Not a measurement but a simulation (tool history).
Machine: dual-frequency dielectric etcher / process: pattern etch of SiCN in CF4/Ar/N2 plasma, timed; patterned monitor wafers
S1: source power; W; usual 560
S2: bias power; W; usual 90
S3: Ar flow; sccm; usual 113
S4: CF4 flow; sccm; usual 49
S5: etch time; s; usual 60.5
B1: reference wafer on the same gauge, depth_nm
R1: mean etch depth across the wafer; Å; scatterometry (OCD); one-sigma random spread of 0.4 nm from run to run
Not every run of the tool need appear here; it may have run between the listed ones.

Run 1, hour 0.0: usual settings; B1 81.9. Result: R1 732 Å.
Run 2, hour 77.2: usual settings; B1 81.8. Result: R1 736 Å.
Run 3, hour 145.6: usual settings; B1 81.6. Result: R1 738 Å.
At hour 224.5: wet clean of the chamber.
Run 4, hour 225.0: usual settings; B1 81.8. Result: R1 702 Å.
At hour 253.7: source power generator calibrated.
At hour 331.1: upper electrode replaced.
Run 5, hour 519.6: usual settings but S1 640 W, S2 83 W, S3 131 sccm, S5 52.0 s; B1 81.6. Result: R1 658 Å.
Run 6, hour 566.0: usual settings but S3 103 sccm, S5 74.0 s; B1 81.9. Result: R1 908 Å.
Run 7, hour 640.8: usual settings but S2 106 W; B1 81.6. Result: R1 785 Å.
Run 8, hour 747.5: usual settings but S4 44 sccm, S5 74.0 s; B1 81.7. Result: R1 884 Å.
Run 9, hour 800.6: usual settings but S1 460 W; B1 81.8. Result: R1 630 Å.
At hour 872.5: bias power generator calibrated.
At hour 884.3: wet clean of the chamber.
Run 10, hour 885.0: usual settings but S3 124 sccm, S5 66.5 s; B1 81.7. Result: R1 778 Å.
Run 11, hour 974.8: usual settings but S1 460 W; B1 81.9. Result: R1 615 Å.
Run 12, hour 1019.3: usual settings but S5 46.0 s; B1 81.8. Result: R1 554 Å.
Run 13, hour 1125.2: usual settings but S1 610 W; B1 81.9. Result: R1 803 Å.
Run 14, hour 1163.8: usual settings but S1 670 W, S2 79 W, S4 45 sccm; B1 81.7. Result: R1 801 Å.
Run 15, hour 1225.8: usual settings; B1 81.7. Result: R1 740 Å.
Run 16, hour 1308.5: usual settings; B1 81.7. Result: R1 746 Å.
Run 17, hour 1354.6: usual settings; B1 81.7. Result: R1 749 Å.
Run 18, hour 1424.4: usual settings but S1 690 W, S2 74 W; B1 82.0. Result: R1 832 Å.
Run 19, hour 1498.4: usual settings but S1 670 W, S2 77 W, S3 105 sccm, S5 53.0 s; B1 81.7. Result: R1 740 Å.
At hour 1539.7: wet clean of the chamber.
Run 20, hour 1582.2: usual settings; B1 81.7. Result: R1 715 Å.
Run 21, hour 1657.7: usual settings but S2 81 W, S5 48.0 s; B1 81.8. Result: R1 548 Å.

Forecast each of these 4 alternatives for the next run:
Run A, hour 1658.1: usual settings; B1 ?. Result: R1 ?.
Run B, hour 1658.1: usual settings but S2 82 W; B1 ?. Result: R1 ?.
Run C, hour 1658.1: usual settings but S2 82 W, S5 49.5 s; B1 ?. Result: R1 ?.
Run D, hour 1658.1: usual settings but S1 690 W, S2 75 W, S3 127 sccm, S4 53 sccm; B1 ?. Result: R1 ?.

run    B1   R1
  A  81.6  721
  B  81.6  694
  C  81.6  568
  D  81.6  796
Had the tool no hidden state, the same runs would have come out as:
run   R1
  A  713
  B  687
  C  562
  D  788
